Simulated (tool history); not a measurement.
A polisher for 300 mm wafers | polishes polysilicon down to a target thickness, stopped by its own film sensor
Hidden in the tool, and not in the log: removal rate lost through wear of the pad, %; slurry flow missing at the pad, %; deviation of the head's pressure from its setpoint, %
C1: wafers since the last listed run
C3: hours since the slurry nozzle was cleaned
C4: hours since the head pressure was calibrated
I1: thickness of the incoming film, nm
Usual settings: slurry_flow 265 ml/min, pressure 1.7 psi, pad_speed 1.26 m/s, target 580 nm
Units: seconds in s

Run 1, day 0.000: usual settings but slurry_flow 200 ml/min, target 510 nm; C1 0; wafers polished on this pad 1016; C3 187.3; C4 285.5; I1 996.8. Result: seconds 117.4 s.
Run 2, day 2.121: usual settings; C1 300; wafers polished on this pad 1317; C3 238.2; C4 336.4; I1 1002.2. Result: seconds 98.5 s.
At day 2.358: worn pad replaced by a new one.
Run 3, day 4.267: usual settings; C1 280; wafers polished on this pad 270; C3 289.7; C4 387.9; I1 1005.9. Result: seconds 99.8 s.
Run 4, day 6.625: usual settings; C1 334; wafers polished on this pad 605; C3 346.3; C4 444.5; I1 993.4. Result: seconds 94.5 s.
Run 5, day 8.638: usual settings but pad_speed 1.02 m/s, target 620 nm; C1 285; wafers polished on this pad 890; C3 394.6; C4 492.8; I1 1002.2. Result: seconds 113.3 s.
Run 6, day 11.488: usual settings; C1 404; wafers polished on this pad 1295; C3 463.0; C4 561.2; I1 998.6. Result: seconds 102.2 s.
At day 12.808: worn pad replaced by a new one.
Run 7, day 12.829: usual settings; C1 166; wafers polished on this pad 2; C3 495.2; C4 593.4; I1 1002.8. Result: seconds 101.2 s.

Run 8 comes next. What will it give?
At day 14.167: slurry nozzle cleaned.
At day 14.575: head pressure recalibrated.
Run 8, day 15.117: usual settings but slurry_flow 215 ml/min, target 488 nm; C1 306; wafers polished on this pad 309; C3 22.8; C4 13.0; I1 1015.1. Result: seconds ?.

seconds: 119.5 s
Without the tool's hidden state the same run would have given seconds 118.1 s.

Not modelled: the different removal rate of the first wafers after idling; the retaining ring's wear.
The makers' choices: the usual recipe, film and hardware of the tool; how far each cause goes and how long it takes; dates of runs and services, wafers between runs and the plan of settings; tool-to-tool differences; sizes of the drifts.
